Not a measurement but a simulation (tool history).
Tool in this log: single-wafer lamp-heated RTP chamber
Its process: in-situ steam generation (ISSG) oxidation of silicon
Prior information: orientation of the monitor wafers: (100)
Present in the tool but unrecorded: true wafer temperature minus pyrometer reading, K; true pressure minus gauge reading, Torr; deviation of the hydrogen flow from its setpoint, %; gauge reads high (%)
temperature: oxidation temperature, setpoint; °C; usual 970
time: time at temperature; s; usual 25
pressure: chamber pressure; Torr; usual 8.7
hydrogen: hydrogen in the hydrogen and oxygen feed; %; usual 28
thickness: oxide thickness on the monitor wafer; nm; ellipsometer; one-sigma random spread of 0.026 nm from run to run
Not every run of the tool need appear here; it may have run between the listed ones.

run,hour,temperature,time,pressure,hydrogen,wafers since the last listed run,wafers since the last pyrometer calibration,hours since the pressure gauge was zeroed,hours since the hydrogen flow controller was replaced,hours since the gauge calibration,"read-back reference wafer on the same gauge, thickness",thickness
1,0.0,955,25,8.7,28,0,15,3579.3,3168.7,131.9,6.058,6.030
2,52.7,955,25,8.7,28,331,346,3632.0,3221.4,184.6,6.054,6.073
3,68.4,955,25,8.7,28,98,445,3647.7,3237.1,200.3,6.063,6.033
4,80.9,970,25,8.7,28,78,524,3660.2,3249.6,212.8,6.063,6.424
# hour 97.4: pressure gauge zeroed
5,97.9,970,25,8.7,28,56,580,0.5,3266.6,229.8,6.060,6.393
6,98.2,970,25,7.9,28,1,582,0.8,3266.9,230.1,6.057,6.487
# hour 110.9: hydrogen flow controller replaced
7,111.4,979,25,8.7,28,32,615,14.0,0.5,243.3,6.063,6.675
8,116.3,970,25,8.2,28,30,646,18.9,5.4,248.2,6.059,6.490
9,129.5,970,25,8.2,28,82,729,32.1,18.6,261.4,6.056,6.478
# hour 145.5: gauge calibrated
10,147.0,970,25,8.2,28,110,839,49.6,36.1,1.5,6.058,6.485
11,153.3,982,25,8.7,28,39,878,55.9,42.4,7.8,6.050,6.808
12,162.9,970,25,9.8,22,60,939,65.5,52.0,17.4,6.062,6.037
13,172.4,970,25,8.7,23,59,998,75.0,61.5,26.9,6.050,6.183
14,188.7,976,25,7.2,18,102,1101,91.3,77.8,43.2,6.059,6.039
15,203.9,983,30,8.7,28,95,1196,106.5,93.0,58.4,6.065,7.508
16,215.8,989,25,8.7,28,74,1271,118.4,104.9,70.3,6.055,7.031
# hour 230.1: pyrometer window cleaned and pyrometer calibrated
17,230.6,976,29,9.5,32,42,2,133.2,119.7,85.1,6.055,7.002
18,244.9,970,25,8.7,28,89,92,147.5,134.0,99.4,6.060,6.352
19,252.3,955,25,9.3,22,46,139,154.9,141.4,106.8,6.058,5.683
20,265.7,978,25,7.4,32,84,223,168.3,154.8,120.2,6.063,6.857
21,272.8,959,33,8.7,28,44,268,175.4,161.9,127.3,6.056,6.969
22,281.1,955,25,7.9,28,52,320,183.7,170.2,135.6,6.063,6.074
23,289.7,970,25,8.7,19,54,374,192.3,178.8,144.2,6.063,5.837
24,300.4,970,25,8.7,23,67,441,203.0,189.5,154.9,6.070,6.100
25,314.9,951,15,8.3,25,91,532,217.5,204.0,169.4,6.063,4.774
26,326.5,970,25,10.0,21,72,605,229.1,215.6,181.0,6.054,5.933
27,341.8,970,25,8.7,28,96,701,244.4,230.9,196.3,6.063,6.443
28,356.7,970,25,8.7,28,93,795,259.3,245.8,211.2,6.055,6.420
29,372.9,951,25,8.7,21,101,897,275.5,262.0,227.4,6.060,5.678
30,387.8,962,25,9.6,28,93,991,290.4,276.9,242.3,6.061,6.174
31,416.4,970,25,9.1,28,179,1170,319.0,305.5,270.9,6.064,6.467
# hour 423.9: gauge calibrated
32,429.8,970,29,8.7,28,84,1255,332.4,318.9,5.9,6.060,6.983

Hidden state or all else? Some run-to-run changes of thickness, split into what the settings, what came in and random variation would give without the hidden state, and what is left for the hidden state (with any gauge scatter that isn't in both results):
Run 1 -> 2: no setting touched and nothing written in the log between the runs. thickness +0.043 nm: hidden state +0.044, all else -0.001.
Run 14 -> 15: temperature 976 -> 983, time 25 -> 30, pressure 7.2 -> 8.7, hydrogen 18 -> 28. thickness +1.469 nm: hidden state +0.086, all else +1.383.
Run 16 -> 17: temperature 989 -> 976, time 25 -> 29, pressure 8.7 -> 9.5, hydrogen 28 -> 32, pyrometer window cleaned and pyrometer calibrated. thickness -0.029 nm: hidden state -0.252, all else +0.223.
Run 19 -> 20: temperature 955 -> 978, pressure 9.3 -> 7.4, hydrogen 22 -> 32. thickness +1.174 nm: hidden state +0.024, all else +1.150.
Run 24 -> 25: temperature 970 -> 951, time 25 -> 15, pressure 8.7 -> 8.3, hydrogen 23 -> 25. thickness -1.326 nm: hidden state -0.022, all else -1.304.

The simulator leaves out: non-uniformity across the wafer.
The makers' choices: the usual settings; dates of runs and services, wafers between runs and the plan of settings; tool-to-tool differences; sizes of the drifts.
